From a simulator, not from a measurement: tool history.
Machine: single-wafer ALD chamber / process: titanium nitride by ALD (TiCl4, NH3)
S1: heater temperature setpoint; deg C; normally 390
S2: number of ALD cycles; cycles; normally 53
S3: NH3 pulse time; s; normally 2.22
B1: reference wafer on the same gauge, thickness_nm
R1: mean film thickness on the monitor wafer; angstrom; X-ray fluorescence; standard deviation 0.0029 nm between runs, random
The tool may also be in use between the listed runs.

| run | day | S1 | S2 | S3 | B1 | R1 |
|---|---|---|---|---|---|---|
| 1 | 0.000 | 390 | 53 | 2.82 | 1.08 | 11.83 |
| 2 | 0.517 | 390 | 53 | 2.82 | 1.08 | 11.78 |
| 3 | 1.025 | 390 | 53 | 2.22 | 1.08 | 11.64 |
|  | 2.642 | showerhead replaced |
| 4 | 2.733 | 390 | 53 | 2.22 | 1.08 | 11.59 |
| 5 | 3.229 | 390 | 53 | 2.22 | 1.08 | 11.58 |
| 6 | 3.958 | 390 | 45 | 2.22 | 1.08 | 9.90 |
| 7 | 4.517 | 390 | 45 | 2.22 | 1.08 | 9.88 |
| 8 | 4.800 | 381 | 49 | 2.22 | 1.08 | 10.62 |
|  | 5.292 | gauge calibrated |
|  | 5.675 | thermocouple changed; heater temperature recalibrated |
| 9 | 5.696 | 378 | 43 | 1.75 | 1.08 | 9.04 |
| 10 | 6.158 | 390 | 53 | 2.22 | 1.08 | 11.54 |
| 11 | 6.608 | 390 | 53 | 2.22 | 1.08 | 11.61 |
| 12 | 7.088 | 397 | 53 | 2.22 | 1.08 | 11.68 |
| 13 | 7.725 | 390 | 60 | 2.84 | 1.08 | 13.39 |
| 14 | 8.088 | 390 | 47 | 1.39 | 1.08 | 9.71 |
| 15 | 8.654 | 379 | 53 | 2.89 | 1.08 | 11.74 |

What if the next run were any one of these 4? Each begins from the tool's condition after run 15:
| A | 8.675 | 390 | 62 | 2.22 | ? | ? |
| B | 8.675 | 377 | 60 | 2.22 | ? | ? |
| C | 8.675 | 390 | 53 | 1.83 | ? | ? |
| D | 8.675 | 382 | 49 | 1.62 | ? | ? |

| run | B1 | R1 |
|---|---|---|
| A | 1.08 | 13.56 |
| B | 1.08 | 12.96 |
| C | 1.08 | 11.39 |
| D | 1.08 | 10.23 |
The same runs, with their run-to-run variation unchanged, on a tool lacking any hidden condition would have given:
| run | R1 |
|---|---|
| A | 13.56 |
| B | 12.96 |
| C | 11.39 |
| D | 10.23 |
